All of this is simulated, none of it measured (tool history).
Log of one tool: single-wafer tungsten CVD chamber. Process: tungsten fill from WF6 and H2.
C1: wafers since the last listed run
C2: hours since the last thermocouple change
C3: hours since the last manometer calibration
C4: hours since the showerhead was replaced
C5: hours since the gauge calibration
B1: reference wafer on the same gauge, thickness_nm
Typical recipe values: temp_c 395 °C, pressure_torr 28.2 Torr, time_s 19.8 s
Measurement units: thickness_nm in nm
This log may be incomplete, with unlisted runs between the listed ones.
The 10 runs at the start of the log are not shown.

run 11 hour=490.2 | temp_c=383 pressure_torr=28.2 time_s=19.8 | C1=1489 C2=257.5 C3=1475.4 C4=2773.7 C5=172.9 | B1=53.890 | thickness_nm=43.196
run 12 hour=530.0 | temp_c=400 pressure_torr=23.7 time_s=16.6 | C1=1239 C2=297.3 C3=1515.2 C4=2813.5 C5=212.7 | B1=53.959 | thickness_nm=44.412
run 13 hour=558.2 | temp_c=406 pressure_torr=22.9 time_s=18.3 | C1=878 C2=325.5 C3=1543.4 C4=2841.7 C5=240.9 | B1=53.952 | thickness_nm=53.113
run 14 hour=620.5 | temp_c=395 pressure_torr=28.2 time_s=19.8 | C1=1940 C2=387.8 C3=1605.7 C4=2904.0 C5=303.2 | B1=53.878 | thickness_nm=53.197
run 15 hour=652.5 | temp_c=401 pressure_torr=30.9 time_s=17.9 | C1=996 C2=419.8 C3=1637.7 C4=2936.0 C5=335.2 | B1=53.876 | thickness_nm=55.845
run 16 hour=681.3 | temp_c=390 pressure_torr=25.7 time_s=23.7 | C1=897 C2=448.6 C3=1666.5 C4=2964.8 C5=364.0 | B1=53.832 | thickness_nm=56.207
run 17 hour=745.5 | temp_c=395 pressure_torr=28.2 time_s=19.8 | C1=1999 C2=512.8 C3=1730.7 C4=3029.0 C5=428.2 | B1=53.920 | thickness_nm=53.454
-- hour=770.6 capacitance manometer re-zeroed and calibrated
run 18 hour=782.0 | temp_c=395 pressure_torr=28.2 time_s=19.8 | C1=887 C2=549.3 C3=11.4 C4=3065.5 C5=464.7 | B1=53.942 | thickness_nm=51.636
run 19 hour=827.9 | temp_c=395 pressure_torr=28.2 time_s=19.8 | C1=1429 C2=595.2 C3=57.3 C4=3111.4 C5=510.6 | B1=53.904 | thickness_nm=51.376

Run 20 comes next. What will it give?
run 20 hour=856.2 | temp_c=406 pressure_torr=28.2 time_s=21.4 | C1=881 C2=623.5 C3=85.6 C4=3139.7 C5=538.9 | B1=? | thickness_nm=?

{"run 20": {"B1": 53.865, "thickness_nm": 66.866}}
On a tool with no hidden condition, and with the same random variation, this run would have come out at thickness_nm 66.575 nm.
